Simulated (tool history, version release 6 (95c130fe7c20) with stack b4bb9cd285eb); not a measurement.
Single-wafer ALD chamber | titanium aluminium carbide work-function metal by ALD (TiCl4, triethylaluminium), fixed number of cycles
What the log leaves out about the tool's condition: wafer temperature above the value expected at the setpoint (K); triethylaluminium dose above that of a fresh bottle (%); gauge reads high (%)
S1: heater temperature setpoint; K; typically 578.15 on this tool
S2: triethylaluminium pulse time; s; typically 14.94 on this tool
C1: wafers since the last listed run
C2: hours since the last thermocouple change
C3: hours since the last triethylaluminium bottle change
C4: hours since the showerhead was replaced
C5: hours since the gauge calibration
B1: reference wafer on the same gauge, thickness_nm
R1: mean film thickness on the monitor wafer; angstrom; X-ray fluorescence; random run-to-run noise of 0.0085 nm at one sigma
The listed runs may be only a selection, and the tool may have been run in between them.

| run | hour | S1 | S2 | C1 | C2 | C3 | C4 | C5 | B1 | R1 |
|---|---|---|---|---|---|---|---|---|---|---|
| 1 | 0.0 | 578.15 | 14.94 | 0 | 1316.6 | 305.2 | 4777.9 | 1184.6 | 2.272 | 22.24 |
| 2 | 100.3 | 578.15 | 14.94 | 657 | 1416.9 | 405.5 | 4878.2 | 1284.9 | 2.269 | 22.15 |
| 3 | 198.9 | 578.15 | 14.94 | 646 | 1515.5 | 504.1 | 4976.8 | 1383.5 | 2.272 | 22.15 |
| 4 | 298.4 | 578.15 | 14.94 | 652 | 1615.0 | 603.6 | 5076.3 | 1483.0 | 2.273 | 22.26 |
| 5 | 381.0 | 578.15 | 14.94 | 541 | 1697.6 | 686.2 | 5158.9 | 1565.6 | 2.271 | 22.07 |
| 6 | 427.9 | 578.15 | 14.94 | 307 | 1744.5 | 733.1 | 5205.8 | 1612.5 | 2.271 | 22.25 |
| 7 | 491.9 | 578.15 | 14.94 | 419 | 1808.5 | 797.1 | 5269.8 | 1676.5 | 2.271 | 22.28 |
|  | 580.1 | triethylaluminium bottle replaced |
| 8 | 582.6 | 578.15 | 14.94 | 542 | 1899.2 | 2.5 | 5360.5 | 1767.2 | 2.269 | 22.25 |
| 9 | 732.6 | 578.15 | 14.94 | 983 | 2049.2 | 152.5 | 5510.5 | 1917.2 | 2.270 | 22.16 |
|  | 781.8 | thermocouple changed; heater temperature recalibrated |
| 10 | 825.6 | 578.15 | 14.94 | 557 | 43.8 | 245.5 | 5603.5 | 2010.2 | 2.271 | 22.19 |
| 11 | 911.4 | 578.15 | 14.94 | 562 | 129.6 | 331.3 | 5689.3 | 2096.0 | 2.271 | 22.13 |
| 12 | 977.6 | 578.15 | 14.94 | 434 | 195.8 | 397.5 | 5755.5 | 2162.2 | 2.272 | 22.21 |
|  | 1005.8 | showerhead replaced |
| 13 | 1033.6 | 578.15 | 14.94 | 314 | 251.8 | 453.5 | 27.8 | 2218.2 | 2.270 | 22.16 |
| 14 | 1101.9 | 578.15 | 14.94 | 447 | 320.1 | 521.8 | 96.1 | 2286.5 | 2.271 | 22.31 |
| 15 | 1147.2 | 583.15 | 11.02 | 297 | 365.4 | 567.1 | 141.4 | 2331.8 | 2.272 | 22.50 |
| 16 | 1233.3 | 578.15 | 14.94 | 564 | 451.5 | 653.2 | 227.5 | 2417.9 | 2.270 | 22.29 |
| 17 | 1298.6 | 588.15 | 12.40 | 428 | 516.8 | 718.5 | 292.8 | 2483.2 | 2.270 | 22.90 |
| 18 | 1381.8 | 573.15 | 18.27 | 545 | 600.0 | 801.7 | 376.0 | 2566.4 | 2.270 | 21.71 |
| 19 | 1420.5 | 585.15 | 19.98 | 253 | 638.7 | 840.4 | 414.7 | 2605.1 | 2.270 | 23.03 |
|  | 1469.6 | triethylaluminium bottle replaced |
| 20 | 1521.7 | 583.15 | 11.66 | 611 | 739.9 | 52.1 | 515.9 | 2706.3 | 2.269 | 22.53 |
| 21 | 1572.6 | 585.15 | 19.98 | 333 | 790.8 | 103.0 | 566.8 | 2757.2 | 2.269 | 22.97 |
| 22 | 1638.5 | 585.15 | 10.67 | 432 | 856.7 | 168.9 | 632.7 | 2823.1 | 2.272 | 22.71 |
| 23 | 1678.5 | 566.15 | 10.40 | 262 | 896.7 | 208.9 | 672.7 | 2863.1 | 2.269 | 20.75 |
| 24 | 1944.2 | 578.15 | 16.93 | 1742 | 1162.4 | 474.6 | 938.4 | 3128.8 | 2.269 | 22.20 |

Predict the results of run 25:
|  | 1947.0 | gauge calibrated |
| 25 | 2046.8 | 578.15 | 14.94 | 672 | 1265.0 | 577.2 | 1041.0 | 99.8 | ? | ? |

Run 25 gave B1 2.271, R1 22.22 angstrom.
Minus the tool's unlogged condition, the same run would have read R1 22.22 angstrom.
